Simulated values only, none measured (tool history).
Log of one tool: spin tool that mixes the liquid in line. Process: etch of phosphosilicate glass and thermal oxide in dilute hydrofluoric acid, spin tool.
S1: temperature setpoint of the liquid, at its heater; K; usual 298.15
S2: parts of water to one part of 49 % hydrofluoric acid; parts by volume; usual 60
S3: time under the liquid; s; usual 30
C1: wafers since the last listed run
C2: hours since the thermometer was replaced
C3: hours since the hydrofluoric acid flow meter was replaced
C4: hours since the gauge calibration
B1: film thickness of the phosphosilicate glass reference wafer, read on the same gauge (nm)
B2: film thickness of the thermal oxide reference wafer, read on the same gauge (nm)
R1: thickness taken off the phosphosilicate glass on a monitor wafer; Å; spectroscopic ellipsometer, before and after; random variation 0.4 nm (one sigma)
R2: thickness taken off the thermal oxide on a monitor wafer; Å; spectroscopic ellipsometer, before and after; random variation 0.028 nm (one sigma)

run     day      S1  S2  S3    C1      C2      C3      C4      B1      B2     R1     R2
  1   0.000  298.15  60  30     0   237.7  1910.5   366.8  139.98  69.952  358.8  22.09
  2   1.404  298.15  50  30   624   271.4  1944.2   400.5  139.99  70.004  443.5  26.68
  3   3.562  298.15  60  30   960   323.2  1996.0   452.3  139.98  70.004  352.8  22.04
  4   5.667  298.15  60  30   936   373.7  2046.5   502.8  139.95  70.019  359.9  21.68
  5   8.604  298.15  60  30  1307   444.2  2117.0   573.3  139.95  70.055  344.8  21.94
  6  11.429  299.65  60  40  1257   512.0  2184.8   641.1  140.01  70.009  488.2  30.73
  7  12.700  299.65  60  40   565   542.5  2215.3   671.6  140.04  69.980  498.7  30.51
  8  17.488  298.15  60  20  2130   657.4  2330.2   786.5  139.98  70.007  226.8  14.21
     18.642  -- hydrofluoric acid flow meter replaced
  9  19.683  298.15  60  20   958   710.1    25.0   839.2  140.02  70.045  264.8  16.04
 10  21.429  298.15  60  30   776   752.0    66.9   881.1  139.97  69.965  397.6  23.82
 11  23.996  298.15  60  30  1142   813.6   128.5   942.7  140.00  70.062  391.0  23.98
 12  25.096  298.15  45  20   489   840.0   154.9   969.1  140.01  70.015  344.9  21.81
 13  26.754  299.65  85  30   737   879.8   194.7  1008.9  140.02  70.022  277.7  17.21
     28.954  -- gauge calibrated
 14  29.725  298.15  60  30  1322   951.1   266.0    18.5  140.00  70.013  377.9  24.40
 15  31.021  296.65  40  20   576   982.2   297.1    49.6  139.98  69.995  358.0  23.28
 16  33.188  295.65  50  30   964  1034.2   349.1   101.6  140.04  69.993  424.8  25.58
 17  35.304  294.65  60  15   941  1085.0   399.9   152.4  139.99  70.002  161.8  10.21
     37.862  -- thermometer replaced
 18  37.988  295.65  50  30  1175     3.0   464.3   216.8  139.99  70.001  427.2  26.77
 19  40.271  298.15  60  30  1016    57.8   519.1   271.6  139.96  69.979  394.2  24.49
 20  42.004  298.15  60  15   771    99.4   560.7   313.2  139.99  69.965  193.2  12.34
 21  44.346  298.15  80  30  1042   155.6   616.9   369.4  139.99  70.005  275.7  17.50
 22  46.917  298.15  60  30  1144   217.3   678.6   431.1  139.95  69.984  380.9  23.76
 23  49.029  298.15  45  30   940   268.0   729.3   481.8  140.01  69.958  515.5  32.59

Forecast each of these 4 alternatives for the next run:
  A  49.046  298.15  60  45   7  268.4  729.7  482.2   ?   ?   ?   ?
  B  49.046  298.15  80  25   7  268.4  729.7  482.2   ?   ?   ?   ?
  C  49.046  301.15  75  40   7  268.4  729.7  482.2   ?   ?   ?   ?
  D  49.046  293.65  75  15   7  268.4  729.7  482.2   ?   ?   ?   ?

run      B1      B2     R1     R2
  A  140.03  69.994  571.8  35.48
  B  140.03  69.994  231.8  14.38
  C  140.03  69.994  448.4  27.82
  D  140.03  69.994  124.3   7.71
Without the tool's hidden state the same runs would have given:
run     R1     R2
  A  611.0  37.91
  B  247.9  15.38
  C  479.5  29.75
  D  132.9   8.25
